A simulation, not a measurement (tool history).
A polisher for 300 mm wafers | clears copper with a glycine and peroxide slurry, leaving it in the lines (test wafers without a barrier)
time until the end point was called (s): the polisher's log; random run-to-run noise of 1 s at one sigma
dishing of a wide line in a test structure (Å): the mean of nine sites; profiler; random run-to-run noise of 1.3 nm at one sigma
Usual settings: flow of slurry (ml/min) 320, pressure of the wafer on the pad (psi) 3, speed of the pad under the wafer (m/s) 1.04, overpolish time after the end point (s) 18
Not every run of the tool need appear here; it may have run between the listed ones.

run,hour,flow of slurry (ml/min),pressure of the wafer on the pad (psi),speed of the pad under the wafer (m/s),overpolish time after the end point (s),"incoming thickness of the incoming film, nm",time until the end point was called (s),dishing of a wide line in a test structure (Å)
1,0,320,3.5,1.04,18,619.9,81.8,772
2,67,320,3.5,1.04,18,621,82.3,767
# hour 113: head pressure recalibrated
3,113.5,320,3,1.04,18,621.4,117.1,594
4,146.6,320,3,1.04,18,605.2,110.1,613
5,206.2,320,3,1.04,18,608,109.4,612
6,245.4,320,3,1.04,18,618,109.4,624
# hour 272.7: worn pad replaced by a new one
7,308.9,320,3,1.04,18,609.1,105.4,630
8,365.1,320,3,1.04,18,614.1,107.7,622
9,424.2,320,3,1.04,18,620.8,109,633
# hour 452.6: slurry nozzle cleaned
# hour 464: head pressure recalibrated, repeated, since the last time left the tool worse
10,475.3,320,3,1.04,18,618.1,97.8,673
11,531.8,320,3,1.04,18,613.3,97.2,703
12,561.5,320,3,1.04,18,616.6,95.7,692
13,609.3,320,3,1.04,18,604,92.8,707
14,648,320,3,1.04,18,616.3,95.1,691
15,743.8,320,2.2,1.2,18,617.6,107.8,618
16,772.8,360,3,1.04,18,614.7,93.2,707
# hour 782.1: worn pad replaced by a new one
17,833.6,320,3,1.04,18,619.7,93.8,691
# hour 892.6: head pressure recalibrated
18,899.9,250,3.5,1.04,25,627.3,90.6,881
19,966.5,430,2.5,0.7,18,611.3,152.5,485
20,1017.8,240,3,1.04,18,618.8,98.5,672
21,1056.8,420,3,1.04,14,608.3,92,582
22,1121.7,320,3,1.04,18,616,94.5,691
23,1168.5,320,3,0.88,15,616,107.8,542
24,1195.8,320,3,1.22,7,609.3,80.2,370
25,1226.1,320,3,1.2,18,611.2,81.7,769
# hour 1276.4: worn pad replaced by a new one
26,1413.2,320,3,1.04,18,622.1,94.2,684
# hour 1422.1: slurry nozzle cleaned
27,1445.7,265,2,0.88,26,620.7,151,652
# hour 1450: head pressure recalibrated
28,1627.2,320,3,0.8,18,623.3,117.1,588
29,1694.7,320,3,1.04,18,615.6,93.7,712
30,1735.5,380,2,1.14,18,607.7,117.5,593
# hour 1828.8: worn pad replaced by a new one
31,1829.3,380,3,1.04,10,617.3,92.8,460
32,1872.1,320,3.8,0.94,18,623.6,85.5,778
33,1902.2,320,3.9,0.86,18,622,88.3,718

For each run, what was the tool's unlogged condition?
removal rate lost through wear of the pad, %: 0 across all the runs
slurry flow missing at the pad, %: 0 across all the runs
H1: deviation of the head's pressure from its setpoint, %
run,H1
1,8.42
2,8.89
3,-15.8
4,-14.1
5,-11.7
6,-10.6
7,-9.2
8,-8.36
9,-7.74
10,1.17
11,3.78
12,4.82
13,6.16
14,6.98
15,8.35
16,8.63
17,9.08
18,-0.393
19,2.66
20,4.3
21,5.24
22,6.38
23,6.97
24,7.24
25,7.49
26,8.33
27,8.4
28,5.93
29,7.02
30,7.49
31,8.21
32,8.43
33,8.55

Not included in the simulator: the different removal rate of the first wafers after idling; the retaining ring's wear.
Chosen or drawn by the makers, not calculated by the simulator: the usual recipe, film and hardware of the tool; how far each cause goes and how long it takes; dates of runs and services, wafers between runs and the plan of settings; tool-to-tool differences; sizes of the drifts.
